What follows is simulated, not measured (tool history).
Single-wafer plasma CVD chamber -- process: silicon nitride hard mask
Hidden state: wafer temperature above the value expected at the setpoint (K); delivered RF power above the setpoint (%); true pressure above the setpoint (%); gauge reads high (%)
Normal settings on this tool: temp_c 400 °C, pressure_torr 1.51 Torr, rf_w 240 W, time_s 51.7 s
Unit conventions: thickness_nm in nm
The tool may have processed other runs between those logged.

run	day	temp_c	pressure_torr	rf_w	time_s	wafers since the last listed run	hours since the last thermocouple change	hours since the last RF generator calibration	hours since the last manometer calibration	hours since the showerhead was replaced	hours since the gauge calibration	read-back reference wafer on the same gauge, thickness_nm	thickness_nm
1	0	400	1.51	240	58.6	0	2312.1	626.1	69.7	4946.4	1102.5	42.541	56.675
2	2.017	400	1.51	240	51.7	1230	2360.5	674.5	118.1	4994.8	1150.9	42.445	49.919
3	3.112	400	1.24	240	51.7	668	2386.8	700.8	144.4	5021.1	1177.2	42.516	45.153
4	5.996	400	1.24	240	51.7	1758	2456	770	213.6	5090.3	1246.4	42.52	44.895
5	8.408	400	1.51	260	51.7	1471	2513.9	827.9	271.5	5148.2	1304.3	42.433	53.386
# day 9.921: RF generator calibrated
6	9.942	400	1.51	240	51.7	732	2550.7	0.5	308.3	5185	1341.1	42.552	51.959
7	11.471	400	1.51	270	57.5	932	2587.4	37.2	345	5221.7	1377.8	42.474	62.482
8	19.067	400	1.51	270	45.3	4633	2769.7	219.5	527.3	5404	1560.1	42.545	48.723
# day 20.762: thermocouple changed; heater temperature recalibrated
9	20.783	400	1.51	275	51.7	843	0.5	260.7	568.5	5445.2	1601.3	42.521	56.4
10	22.871	400	1.51	240	51.7	1273	50.6	310.8	618.6	5495.3	1651.4	42.454	49.919
11	23.938	400	1.51	240	51.7	650	76.2	336.4	644.2	5520.9	1677	42.459	49.91
12	25.425	400	1.16	240	51.7	907	111.9	372.1	679.9	5556.6	1712.7	42.503	43.034
# day 26.017: gauge calibrated
# day 26.129: showerhead replaced
13	27.804	400	1.88	240	51.7	1247	169	429.2	737	40.2	42.9	42.445	55.013
14	29.012	412	1.29	240	55	737	198	458.2	766	69.2	71.9	42.385	48.68
15	34.446	400	1.51	240	51.7	3314	328.4	588.6	896.4	199.6	202.3	42.539	49.681
16	35.562	396	1.17	240	44.1	681	355.2	615.4	923.2	226.4	229.1	42.494	36.855
17	37.908	408	1.82	275	61.5	1430	411.5	671.7	979.5	282.7	285.4	42.515	71.949
18	40.554	415	1.51	265	61.1	1613	475	735.2	1043	346.2	348.9	42.458	63.545
19	41.979	388	1.66	215	51.7	869	509.2	769.4	1077.2	380.4	383.1	42.573	47.079
# day 42.762: RF generator calibrated
20	44.354	400	1.51	240	47.4	1245	566.2	38.2	1134.2	437.4	440.1	42.477	46.75
21	47.192	400	1.51	255	48.3	1730	634.3	106.3	1202.3	505.5	508.2	42.479	49.345
22	49.408	392	1.79	240	51.7	1352	687.5	159.5	1255.5	558.7	561.4	42.505	54.397
23	51.279	390	1.51	240	51.7	1141	732.4	204.4	1300.4	603.6	606.3	42.543	50.284
24	53.667	400	1.51	240	51.7	1456	789.7	261.7	1357.7	660.9	663.6	42.47	49.822
25	55.104	400	1.71	275	51.7	876	824.2	296.2	1392.2	695.4	698.1	42.436	58.693
26	58.067	400	1.51	190	51.7	1807	895.3	367.3	1463.3	766.5	769.2	42.482	39.738
27	60.275	388	1.14	280	60.2	1347	948.3	420.3	1516.3	819.5	822.2	42.521	55.742

Hidden state or all else? Some run-to-run changes of thickness_nm, split into what the settings, what came in and random variation would give without the hidden state, and what is left for the hidden state (with any gauge scatter that isn't in both results):
Run 5 -> 6: rf_w 260 -> 240, RF generator calibrated. thickness_nm -1.427 nm: hidden state +1.827, all else -3.254.
Run 16 -> 17: temp_c 396 -> 408, pressure_torr 1.17 -> 1.82, rf_w 240 -> 275, time_s 44.1 -> 61.5. thickness_nm +35.094 nm: hidden state -1.365, all else +36.459.
Run 19 -> 20: temp_c 388 -> 400, pressure_torr 1.66 -> 1.51, rf_w 215 -> 240, time_s 51.7 -> 47.4, RF generator calibrated. thickness_nm -0.329 nm: hidden state +1.455, all else -1.784.
Run 25 -> 26: pressure_torr 1.71 -> 1.51, rf_w 275 -> 190. thickness_nm -18.955 nm: hidden state +0.341, all else -19.296.

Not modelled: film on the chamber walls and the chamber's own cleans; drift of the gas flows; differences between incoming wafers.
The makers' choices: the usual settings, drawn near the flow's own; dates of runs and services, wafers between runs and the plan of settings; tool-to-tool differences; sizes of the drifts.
